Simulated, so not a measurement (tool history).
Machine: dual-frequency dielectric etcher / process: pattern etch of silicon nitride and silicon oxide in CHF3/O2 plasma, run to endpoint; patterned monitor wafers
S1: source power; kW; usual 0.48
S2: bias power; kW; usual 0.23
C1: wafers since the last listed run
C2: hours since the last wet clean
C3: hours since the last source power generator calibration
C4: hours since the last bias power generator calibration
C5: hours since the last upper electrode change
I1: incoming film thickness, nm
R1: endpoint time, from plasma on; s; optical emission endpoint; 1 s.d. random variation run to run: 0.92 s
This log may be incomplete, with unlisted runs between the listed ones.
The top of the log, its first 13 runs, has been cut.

run	hour	S1	S2	C1	C2	C3	C4	C5	I1	R1
14	394.3	0.41	0.23	210	167.6	203.4	1720.4	32.6	268.4	196.6
15	414.1	0.48	0.23	169	187.4	223.2	1740.2	52.4	266.4	184.6
16	443.7	0.48	0.202	254	217	252.8	1769.8	82	269	195
17	468.7	0.58	0.201	214	242	277.8	1794.8	107	268.3	182.2
18	483.7	0.58	0.23	128	257	292.8	1809.8	122	264.1	170
19	500.2	0.38	0.199	141	273.5	309.3	1826.3	138.5	266.4	216.7
20	520	0.4	0.207	169	293.3	329.1	1846.1	158.3	267.4	209
# hour 534.6: bias power generator calibrated
21	535.1	0.48	0.23	95	308.4	344.2	0.5	173.4	269.6	190.8
22	548.8	0.44	0.23	117	322.1	357.9	14.2	187.1	264.7	193.7
23	572.6	0.37	0.281	204	345.9	381.7	38	210.9	268.6	198.8
24	602.4	0.48	0.23	255	375.7	411.5	67.8	240.7	266.5	191.9
25	632	0.48	0.214	254	405.3	441.1	97.4	270.3	267.7	194.2
# hour 662.6: wet clean of the chamber
26	663.1	0.48	0.23	60	0.5	472.2	128.5	301.4	267.5	183.3
27	695.9	0.53	0.177	281	33.3	505	161.3	334.2	264.6	189.5
28	715	0.53	0.278	163	52.4	524.1	180.4	353.3	269	165.9
29	737.6	0.58	0.187	193	75	546.7	203	375.9	267.1	182.5
30	757.5	0.59	0.23	170	94.9	566.6	222.9	395.8	266.8	169.8
31	783.3	0.48	0.26	221	120.7	592.4	248.7	421.6	266.4	177.1
32	806.7	0.48	0.23	200	144.1	615.8	272.1	445	269.4	186
33	836.4	0.55	0.23	254	173.8	645.5	301.8	474.7	266.9	175.2
34	857.6	0.39	0.271	181	195	666.7	323	495.9	268.6	193.7
35	870.1	0.48	0.195	107	207.5	679.2	335.5	508.4	267.4	197.2
36	892.4	0.52	0.282	191	229.8	701.5	357.8	530.7	267.2	171.1

Below are 3 alternative next runs, each starting from the tool's condition after run 36. Predict each:
A	892.9	0.48	0.23	4	230.3	702	358.3	531.2	268.8	?
B	892.9	0.45	0.193	4	230.3	702	358.3	531.2	268.8	?
C	892.9	0.48	0.262	4	230.3	702	358.3	531.2	268.8	?

run	R1
A	190.1
B	206.7
C	181.9
What these runs would have given with no unlogged condition in the tool:
run	R1
A	184.3
B	200.4
C	176.3
